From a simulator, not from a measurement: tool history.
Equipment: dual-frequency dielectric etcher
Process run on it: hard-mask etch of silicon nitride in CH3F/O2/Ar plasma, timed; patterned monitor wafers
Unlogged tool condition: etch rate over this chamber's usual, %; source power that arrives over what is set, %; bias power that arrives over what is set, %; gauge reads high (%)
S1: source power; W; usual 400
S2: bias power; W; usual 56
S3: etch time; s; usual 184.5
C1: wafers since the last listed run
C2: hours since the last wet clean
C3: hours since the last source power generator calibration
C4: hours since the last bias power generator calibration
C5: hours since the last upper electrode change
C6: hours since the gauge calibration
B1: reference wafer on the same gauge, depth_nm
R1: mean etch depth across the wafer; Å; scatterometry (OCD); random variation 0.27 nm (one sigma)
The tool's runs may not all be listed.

run   hour   S1  S2     S3   C1     C2      C3      C4      C5     C6     B1    R1
  1    0.0  400  56  184.5    0   66.7  3550.8  3118.2  5399.1  524.5  120.1  1227
  2   23.7  400  56  184.5  139   90.4  3574.5  3141.9  5422.8  548.2  120.1  1222
  3   51.7  400  56  184.5  164  118.4  3602.5  3169.9  5450.8  576.2  120.1  1220
  4   64.6  330  56  166.5   75  131.3  3615.4  3182.8  5463.7  589.1  120.1  1042
  5   77.4  350  56  195.5   75  144.1  3628.2  3195.6  5476.5  601.9  120.1  1246
  6   95.0  400  56  184.5  103  161.7  3645.8  3213.2  5494.1  619.5  120.0  1222
  7  125.6  400  56  184.5  180  192.3  3676.4  3243.8  5524.7  650.1  120.0  1225
  8  225.9  400  56  184.5  590  292.6  3776.7  3344.1  5625.0  750.4  119.9  1217
  9  250.7  400  65  184.5  145  317.4  3801.5  3368.9  5649.8  775.2  120.0  1300
     324.5  -- gauge calibrated
     335.0  -- wet clean of the chamber
 10  335.5  400  61  165.5  357    0.5  3886.3  3453.7  5734.6   11.0  122.0  1153
 11  417.9  400  61  165.5  484   82.9  3968.7  3536.1  5817.0   93.4  121.5  1153
     435.2  -- source power generator calibrated
     467.3  -- upper electrode replaced
 12  467.8  400  56  184.5  128  132.8    32.6  3586.0     0.5  143.3  121.0  1229
 13  468.1  400  56  184.5    1  133.1    32.9  3586.3     0.8  143.6  121.2  1228
 14  477.6  400  56  184.5   55  142.6    42.4  3595.8    10.3  153.1  121.0  1233
 15  503.4  400  56  184.5  151  168.4    68.2  3621.6    36.1  178.9  121.0  1229
 16  525.8  400  56  184.5  131  190.8    90.6  3644.0    58.5  201.3  120.7  1227
 17  557.2  350  67  162.0  184  222.2   122.0  3675.4    89.9  232.7  120.6  1124
     565.0  -- bias power generator calibrated
 18  593.0  490  45  217.5  187  258.0   157.8    28.0   125.7  268.5  120.6  1403
 19  620.2  400  61  165.5  160  285.2   185.0    55.2   152.9  295.7  120.4  1140
 20  645.9  330  64  161.0  151  310.9   210.7    80.9   178.6  321.4  120.4  1070
 21  667.2  400  50  184.5  125  332.2   232.0   102.2   199.9  342.7  120.2  1164
 22  696.6  460  60  139.0  172  361.6   261.4   131.6   229.3  372.1  120.1   989
     721.5  -- wet clean of the chamber
 23  722.0  400  56  170.0    8    0.5   286.8   157.0   254.7  397.5  120.1  1128
 24  787.0  460  56  184.5  382   65.5   351.8   222.0   319.7  462.5  120.0  1268
 25  811.7  350  67  148.5  145   90.2   376.5   246.7   344.4  487.2  119.9  1023
 26  827.8  400  56  184.5   94  106.3   392.6   262.8   360.5  503.3  119.9  1220
 27  845.6  320  49  184.5  104  124.1   410.4   280.6   378.3  521.1  119.9  1080
 28  879.4  400  56  184.5  198  157.9   444.2   314.4   412.1  554.9  119.8  1225
 29  893.8  470  63  154.0   84  172.3   458.6   328.8   426.5  569.3  119.8  1122
 30  905.8  310  63  129.5   70  184.3   470.6   340.8   438.5  581.3  119.8   837

Here are 3 independent what-if runs from the current tool condition. What would each one return?
  A  906.3  400  56  184.5   2  184.8  471.1  341.3  439.0  581.8   ?   ?
  B  906.3  460  56  134.0   2  184.8  471.1  341.3  439.0  581.8   ?   ?
  C  906.3  400  66  156.0   2  184.8  471.1  341.3  439.0  581.8   ?   ?

run     B1    R1
  A  119.8  1221
  B  119.8   925
  C  119.8  1108
With the hidden condition removed and each run's random variation left untouched, the same runs would have given:
run    R1
  A  1244
  B   942
  C  1128
